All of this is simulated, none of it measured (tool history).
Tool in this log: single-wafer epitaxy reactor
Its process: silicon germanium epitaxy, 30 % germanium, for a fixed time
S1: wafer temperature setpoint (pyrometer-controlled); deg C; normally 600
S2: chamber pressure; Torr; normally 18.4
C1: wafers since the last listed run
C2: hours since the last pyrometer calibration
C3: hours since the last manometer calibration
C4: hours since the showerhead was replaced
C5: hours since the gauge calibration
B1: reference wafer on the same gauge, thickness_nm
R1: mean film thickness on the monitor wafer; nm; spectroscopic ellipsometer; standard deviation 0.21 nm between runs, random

run      day   S1    S2    C1      C2      C3      C4      C5      B1      R1
  1        0  600  16.1     0   921.5  1812.7  4650.2  1274.3  48.854  46.355
  2    4.162  600  18.4  1091  1021.4  1912.6  4750.1  1374.2  48.764   50.79
  3    7.817  600  18.4   957  1109.1  2000.3  4837.8  1461.9  48.823  50.995
  4   11.483  600  18.4   961  1197.1  2088.3  4925.8  1549.9  48.874  50.948
  5   13.925  591  18.4   639  1255.7  2146.9  4984.4  1608.5  48.803  44.009
  6    17.85  591  18.4  1028  1349.9  2241.1  5078.6  1702.7  48.785   43.98
  7   20.075  600  16.5   583  1403.3  2294.5    5132  1756.1  48.754  47.222
  8   24.162  600  16.5  1071  1501.4  2392.6  5230.1  1854.2  48.858  46.964
  9   26.558  610  18.4   627  1558.9  2450.1  5287.6  1911.7  48.765   59.46
 10     29.3  610  18.4   718  1624.7  2515.9  5353.4  1977.5  48.754  59.188
 11   32.558  610  18.4   854  1702.9  2594.1  5431.6  2055.7  48.772  58.777
 12   34.583  592  18.4   530  1751.5  2642.7  5480.2  2104.3  48.733  44.273
 13   36.304  604  21.9   451  1792.8    2684  5521.5  2145.6  48.833  59.388
      37.667  -- pyrometer calibrated
 14   38.754  613  21.4   554    26.1  2742.8  5580.3  2204.4  48.801  69.323
      43.021  -- capacitance manometer re-zeroed and calibrated
 15   43.042  595  18.4  1036     129     0.5  5683.2  2307.3  48.725  47.596
 16   44.521  606  16.9   387   164.5      36  5718.7  2342.8  48.774  53.257
 17   48.867  587  20.7  1139   268.8   140.3    5823  2447.1  48.768  44.389
 18   53.129  600  18.4  1117   371.1   242.6  5925.3  2549.4  48.788   51.41
 19   57.221  600  21.2  1072   469.3   340.8  6023.5  2647.6  48.869  55.787
       60.45  -- showerhead replaced, of another model than before
 20   61.604  611  18.4  1061   574.5     446    27.7  2752.8  48.908  60.835
 21   65.029  600  18.4   897   656.7   528.2   109.9    2835  48.802   51.17
 22   67.742  600  19.8   710   721.8   593.3     175  2900.1   48.76  52.354
 23   69.362  595  18.4   424   760.7   632.2   213.9    2939  48.859  46.871
 24    71.55  600  18.4   573   813.2   684.7   266.4  2991.5  48.818   51.29
 25   75.954  609  20.6  1154   918.9   790.4   372.1  3097.2  48.793  61.322
 26   78.242  590    16   599   973.8   845.3     427  3152.1  48.781  41.308
 27   81.246  600  18.4   787  1045.9   917.4   499.1  3224.2  48.755  50.991
      82.846  -- gauge calibrated
 28   84.112  600  18.4   751  1114.7   986.2   567.9    30.4  48.819  51.061
 29   88.446  600  13.9  1135  1218.7  1090.2   671.9   134.4  48.899  45.844
 30   91.775  612  16.6   872  1298.6  1170.1   751.8   214.3  48.775  59.102
 31   93.704  607  18.4   505  1344.9  1216.4   798.1   260.6   48.84  56.746
 32   95.779  613  16.3   543  1394.7  1266.2   847.9   310.4   48.73  59.556
 33   99.538  607    22   985  1484.9  1356.4   938.1   400.6  48.772  60.122
 34  112.471  600  17.1  3389  1795.3  1666.8  1248.5     711  48.754  48.939
 35  119.342  600  18.4  1800  1960.2  1831.7  1413.4   875.9  48.818  49.648
 36  122.233  607  19.6   757  2029.6  1901.1  1482.8   945.3  48.789  57.394

Alternative continuations, all from the tool just after run 36; predict every row:
  A  122.25  585  18.4   4  2030  1901.5  1483.2  945.7   ?   ?
  B  122.25  600  21.1   4  2030  1901.5  1483.2  945.7   ?   ?
  C  122.25  585  21.7   4  2030  1901.5  1483.2  945.7   ?   ?

run      B1      R1
  A  48.763  39.087
  B  48.763   52.57
  C  48.763  41.552
Had the tool no hidden state, the same runs would have come out as:
run      R1
  A  40.187
  B  54.004
  C  42.721
